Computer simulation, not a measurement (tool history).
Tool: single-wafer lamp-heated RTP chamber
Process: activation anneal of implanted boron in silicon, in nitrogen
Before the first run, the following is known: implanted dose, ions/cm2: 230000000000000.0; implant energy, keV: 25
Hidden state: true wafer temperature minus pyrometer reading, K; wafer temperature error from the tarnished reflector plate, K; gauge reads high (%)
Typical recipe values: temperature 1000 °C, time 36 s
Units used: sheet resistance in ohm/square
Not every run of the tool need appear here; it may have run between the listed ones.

run,day,temperature,time,wafers since the last listed run,wafers since the last pyrometer calibration,wafers since the reflector plate was cleaned,hours since the gauge calibration,"read-back reference wafer on the same gauge, sheet resistance",sheet resistance
1,0.000,1000,36,0,6082,3367,780.4,340.10,363.15
2,3.192,1000,36,1160,7243,4528,857.0,339.98,362.51
3,6.475,1000,36,1193,8437,5722,935.8,340.03,362.76
# day 8.588: pyrometer window cleaned and pyrometer calibrated
4,10.875,1006,36,1478,831,7200,1041.4,340.02,364.33
5,14.850,1006,36,1445,2277,8646,1136.8,340.03,362.81
# day 16.633: reflector plate cleaned
6,22.112,1000,36,2519,4796,1992,1311.1,339.92,363.03
7,24.196,1000,36,757,5554,2750,1361.1,340.10,362.26
8,26.696,1000,36,909,6463,3659,1421.1,340.13,363.29
9,28.896,1014,36,799,7263,4459,1473.9,339.92,361.78
10,32.175,1014,36,1192,8455,5652,1552.6,340.14,360.99
# day 33.433: pyrometer window cleaned and pyrometer calibrated
11,34.021,1000,36,549,214,6202,1596.9,340.03,364.14
12,37.408,1000,36,1231,1445,7433,1678.2,340.07,364.73
13,41.538,1000,36,1501,2947,8935,1777.3,339.84,362.84
# day 43.675: reflector plate cleaned
14,45.542,1000,36,1334,4282,679,1873.4,339.90,363.87
15,47.408,1000,36,678,4960,1358,1918.2,339.96,363.40
16,50.938,989,16,1283,6244,2641,2002.9,339.99,368.31
17,52.850,1000,36,695,6939,3336,2048.8,339.89,362.97
18,54.471,1019,36,589,7529,3926,2087.7,339.88,361.75
19,57.212,1000,36,996,8526,4923,2153.5,340.01,362.94
20,60.567,981,36,1219,9745,6142,2234.0,340.00,366.48
# day 63.021: pyrometer window cleaned and pyrometer calibrated
21,63.625,1009,26,990,219,7133,2307.4,340.15,364.01
22,65.592,983,36,715,934,7849,2354.6,340.22,370.54
# day 67.679: reflector plate cleaned
23,68.667,983,36,996,1931,359,2428.4,340.11,368.96
# day 71.842: gauge calibrated
24,72.300,1000,43,1321,3252,1680,11.0,340.12,363.06
25,73.900,1000,36,581,3834,2262,49.4,339.99,364.09
26,77.879,1024,36,1446,5281,3709,144.9,339.97,359.76
27,81.288,977,43,1239,6520,4948,226.7,340.08,368.93
# day 85.258: pyrometer window cleaned and pyrometer calibrated
28,85.471,1000,36,1399,76,6348,327.1,340.01,364.57
29,87.158,1000,36,613,690,6962,367.6,339.97,364.47
30,89.133,1023,25,718,1408,7680,415.0,339.93,361.89
31,92.642,1000,45,1275,2684,8956,499.2,339.92,362.41
# day 93.638: reflector plate cleaned
32,95.829,1000,19,1037,3722,796,575.7,340.04,364.49
33,97.558,987,48,628,4351,1425,617.2,340.00,365.37
34,101.596,975,22,1468,5819,2893,714.1,340.09,374.76
35,105.104,1000,36,1275,7094,4169,798.3,340.01,362.16

Here are 5 independent what-if runs from the current tool condition. What would each one return?
A,105.121,1000,36,6,7101,4175,798.7,?,?
B,105.121,978,42,6,7101,4175,798.7,?,?
C,105.121,1020,43,6,7101,4175,798.7,?,?
D,105.121,1016,30,6,7101,4175,798.7,?,?
E,105.121,1020,56,6,7101,4175,798.7,?,?

run,"read-back reference wafer on the same gauge, sheet resistance",sheet resistance
A,339.78,363.22
B,339.78,368.80
C,339.78,361.17
D,339.78,362.14
E,339.78,360.52
Without the tool's hidden state the same runs would have given:
run,sheet resistance
A,365.03
B,374.38
C,361.75
D,362.87
E,361.09

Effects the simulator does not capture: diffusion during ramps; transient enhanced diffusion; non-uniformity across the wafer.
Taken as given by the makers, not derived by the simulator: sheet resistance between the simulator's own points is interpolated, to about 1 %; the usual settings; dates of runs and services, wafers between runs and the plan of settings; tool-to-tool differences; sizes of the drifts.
